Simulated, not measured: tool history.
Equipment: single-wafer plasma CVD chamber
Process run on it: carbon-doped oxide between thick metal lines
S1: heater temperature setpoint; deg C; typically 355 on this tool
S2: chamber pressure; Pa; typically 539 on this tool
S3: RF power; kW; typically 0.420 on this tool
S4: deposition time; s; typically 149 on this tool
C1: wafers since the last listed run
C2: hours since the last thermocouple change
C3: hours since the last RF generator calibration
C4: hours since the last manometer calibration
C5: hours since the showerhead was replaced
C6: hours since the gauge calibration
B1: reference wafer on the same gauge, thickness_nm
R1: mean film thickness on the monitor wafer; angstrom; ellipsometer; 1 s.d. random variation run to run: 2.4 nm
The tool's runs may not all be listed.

{"run": 1, "hour": 0.0, "S1": 355, "S2": 539, "S3": 0.42, "S4": 149, "C1": 0, "C2": 498.1, "C3": 922.9, "C4": 2322.0, "C5": 4852.7, "C6": 516.0, "B1": 601.5, "R1": 5781.79}
{"hour": 24.7, "done": "capacitance manometer re-zeroed and calibrated"}
{"run": 2, "hour": 107.4, "S1": 355, "S2": 539, "S3": 0.42, "S4": 149, "C1": 1125, "C2": 605.5, "C3": 1030.3, "C4": 82.7, "C5": 4960.1, "C6": 623.4, "B1": 601.955, "R1": 5819.77}
{"run": 3, "hour": 169.6, "S1": 355, "S2": 539, "S3": 0.4, "S4": 149, "C1": 704, "C2": 667.7, "C3": 1092.5, "C4": 144.9, "C5": 5022.3, "C6": 685.6, "B1": 602.256, "R1": 5592.12}
{"run": 4, "hour": 241.3, "S1": 355, "S2": 539, "S3": 0.4, "S4": 149, "C1": 811, "C2": 739.4, "C3": 1164.2, "C4": 216.6, "C5": 5094.0, "C6": 757.3, "B1": 601.676, "R1": 5602.55}
{"hour": 301.3, "done": "thermocouple changed; heater temperature recalibrated"}
{"run": 5, "hour": 341.7, "S1": 355, "S2": 539, "S3": 0.4, "S4": 149, "C1": 1045, "C2": 40.4, "C3": 1264.6, "C4": 317.0, "C5": 5194.4, "C6": 857.7, "B1": 602.23, "R1": 5635.24}
{"run": 6, "hour": 447.1, "S1": 355, "S2": 539, "S3": 0.42, "S4": 167, "C1": 1193, "C2": 145.8, "C3": 1370.0, "C4": 422.4, "C5": 5299.8, "C6": 963.1, "B1": 601.72, "R1": 6550.45}
{"run": 7, "hour": 502.6, "S1": 355, "S2": 539, "S3": 0.42, "S4": 149, "C1": 628, "C2": 201.3, "C3": 1425.5, "C4": 477.9, "C5": 5355.3, "C6": 1018.6, "B1": 602.206, "R1": 5890.79}
{"run": 8, "hour": 559.4, "S1": 355, "S2": 539, "S3": 0.42, "S4": 149, "C1": 642, "C2": 258.1, "C3": 1482.3, "C4": 534.7, "C5": 5412.1, "C6": 1075.4, "B1": 601.888, "R1": 5869.71}
{"run": 9, "hour": 626.7, "S1": 355, "S2": 539, "S3": 0.42, "S4": 149, "C1": 761, "C2": 325.4, "C3": 1549.6, "C4": 602.0, "C5": 5479.4, "C6": 1142.7, "B1": 602.226, "R1": 5901.19}
{"run": 10, "hour": 669.6, "S1": 355, "S2": 539, "S3": 0.495, "S4": 149, "C1": 485, "C2": 368.3, "C3": 1592.5, "C4": 644.9, "C5": 5522.3, "C6": 1185.6, "B1": 602.085, "R1": 6684.75}
{"run": 11, "hour": 761.7, "S1": 355, "S2": 539, "S3": 0.42, "S4": 149, "C1": 1042, "C2": 460.4, "C3": 1684.6, "C4": 737.0, "C5": 5614.4, "C6": 1277.7, "B1": 601.802, "R1": 5909.68}
{"run": 12, "hour": 804.8, "S1": 355, "S2": 539, "S3": 0.42, "S4": 149, "C1": 487, "C2": 503.5, "C3": 1727.7, "C4": 780.1, "C5": 5657.5, "C6": 1320.8, "B1": 602.355, "R1": 5857.82}
{"run": 13, "hour": 888.9, "S1": 355, "S2": 539, "S3": 0.42, "S4": 149, "C1": 951, "C2": 587.6, "C3": 1811.8, "C4": 864.2, "C5": 5741.6, "C6": 1404.9, "B1": 601.616, "R1": 5857.11}
{"hour": 915.4, "done": "gauge calibrated"}
{"hour": 972.4, "done": "RF generator calibrated"}
{"run": 14, "hour": 975.2, "S1": 355, "S2": 539, "S3": 0.42, "S4": 149, "C1": 886, "C2": 673.9, "C3": 2.8, "C4": 950.5, "C5": 5827.9, "C6": 59.8, "B1": 602.486, "R1": 5900.43}
{"run": 15, "hour": 1077.6, "S1": 355, "S2": 460, "S3": 0.465, "S4": 166, "C1": 1159, "C2": 776.3, "C3": 105.2, "C4": 1052.9, "C5": 5930.3, "C6": 162.2, "B1": 602.062, "R1": 6931.76}
{"hour": 1145.9, "done": "showerhead replaced, of another model than before"}
{"hour": 1151.6, "done": "thermocouple changed; heater temperature recalibrated"}
{"run": 16, "hour": 1152.1, "S1": 350, "S2": 539, "S3": 0.42, "S4": 149, "C1": 688, "C2": 0.5, "C3": 179.7, "C4": 1127.4, "C5": 6.2, "C6": 236.7, "B1": 602.129, "R1": 5926.08}
{"run": 17, "hour": 1241.2, "S1": 345, "S2": 420, "S3": 0.42, "S4": 149, "C1": 1008, "C2": 89.6, "C3": 268.8, "C4": 1216.5, "C5": 95.3, "C6": 325.8, "B1": 602.255, "R1": 5862.5}
{"run": 18, "hour": 1348.7, "S1": 367, "S2": 539, "S3": 0.36, "S4": 134, "C1": 1216, "C2": 197.1, "C3": 376.3, "C4": 1324.0, "C5": 202.8, "C6": 433.3, "B1": 601.906, "R1": 4780.47}
{"run": 19, "hour": 1399.6, "S1": 363, "S2": 435, "S3": 0.42, "S4": 128, "C1": 576, "C2": 248.0, "C3": 427.2, "C4": 1374.9, "C5": 253.7, "C6": 484.2, "B1": 602.132, "R1": 4889.14}
{"run": 20, "hour": 1465.5, "S1": 344, "S2": 664, "S3": 0.445, "S4": 166, "C1": 745, "C2": 313.9, "C3": 493.1, "C4": 1440.8, "C5": 319.6, "C6": 550.1, "B1": 602.176, "R1": 7043.76}
{"run": 21, "hour": 1561.5, "S1": 355, "S2": 539, "S3": 0.42, "S4": 149, "C1": 1086, "C2": 409.9, "C3": 589.1, "C4": 1536.8, "C5": 415.6, "C6": 646.1, "B1": 602.123, "R1": 5856.89}
{"run": 22, "hour": 1619.1, "S1": 340, "S2": 459, "S3": 0.37, "S4": 121, "C1": 651, "C2": 467.5, "C3": 646.7, "C4": 1594.4, "C5": 473.2, "C6": 703.7, "B1": 602.303, "R1": 4537.12}
{"run": 23, "hour": 1657.8, "S1": 355, "S2": 472, "S3": 0.49, "S4": 164, "C1": 438, "C2": 506.2, "C3": 685.4, "C4": 1633.1, "C5": 511.9, "C6": 742.4, "B1": 601.949, "R1": 6947.02}
{"run": 24, "hour": 1694.1, "S1": 355, "S2": 539, "S3": 0.465, "S4": 149, "C1": 410, "C2": 542.5, "C3": 721.7, "C4": 1669.4, "C5": 548.2, "C6": 778.7, "B1": 602.124, "R1": 6199.57}
{"run": 25, "hour": 1736.9, "S1": 342, "S2": 539, "S3": 0.42, "S4": 167, "C1": 484, "C2": 585.3, "C3": 764.5, "C4": 1712.2, "C5": 591.0, "C6": 821.5, "B1": 601.564, "R1": 6749.54}
{"run": 26, "hour": 1826.0, "S1": 349, "S2": 539, "S3": 0.35, "S4": 149, "C1": 1008, "C2": 674.4, "C3": 853.6, "C4": 1801.3, "C5": 680.1, "C6": 910.6, "B1": 601.779, "R1": 5484.75}
{"run": 27, "hour": 1933.1, "S1": 349, "S2": 651, "S3": 0.42, "S4": 149, "C1": 1212, "C2": 781.5, "C3": 960.7, "C4": 1908.4, "C5": 787.2, "C6": 1017.7, "B1": 601.793, "R1": 6064.99}

What if the next run were any one of these 5? Each begins from the tool's condition after run 27:
{"run": "A", "hour": 1933.5, "S1": 369, "S2": 539, "S3": 0.42, "S4": 149, "C1": 4, "C2": 781.9, "C3": 961.1, "C4": 1908.8, "C5": 787.6, "C6": 1018.1, "B1": "?", "R1": "?"}
{"run": "B", "hour": 1933.5, "S1": 342, "S2": 588, "S3": 0.47, "S4": 168, "C1": 4, "C2": 781.9, "C3": 961.1, "C4": 1908.8, "C5": 787.6, "C6": 1018.1, "B1": "?", "R1": "?"}
{"run": "C", "hour": 1933.5, "S1": 355, "S2": 592, "S3": 0.36, "S4": 149, "C1": 4, "C2": 781.9, "C3": 961.1, "C4": 1908.8, "C5": 787.6, "C6": 1018.1, "B1": "?", "R1": "?"}
{"run": "D", "hour": 1933.5, "S1": 355, "S2": 539, "S3": 0.42, "S4": 159, "C1": 4, "C2": 781.9, "C3": 961.1, "C4": 1908.8, "C5": 787.6, "C6": 1018.1, "B1": "?", "R1": "?"}
{"run": "E", "hour": 1933.5, "S1": 361, "S2": 415, "S3": 0.42, "S4": 177, "C1": 4, "C2": 781.9, "C3": 961.1, "C4": 1908.8, "C5": 787.6, "C6": 1018.1, "B1": "?", "R1": "?"}

run=A B1=601.897 R1=5703.41
run=B B1=601.897 R1=7271.89
run=C B1=601.897 R1=5493.82
run=D B1=601.897 R1=6259.02
run=E B1=601.897 R1=6733.31
The same runs, with their run-to-run variation unchanged, on a tool lacking any hidden condition would have given:
run=A R1=5725.72
run=B R1=7300.33
run=C R1=5515.30
run=D R1=6283.50
run=E R1=6755.47

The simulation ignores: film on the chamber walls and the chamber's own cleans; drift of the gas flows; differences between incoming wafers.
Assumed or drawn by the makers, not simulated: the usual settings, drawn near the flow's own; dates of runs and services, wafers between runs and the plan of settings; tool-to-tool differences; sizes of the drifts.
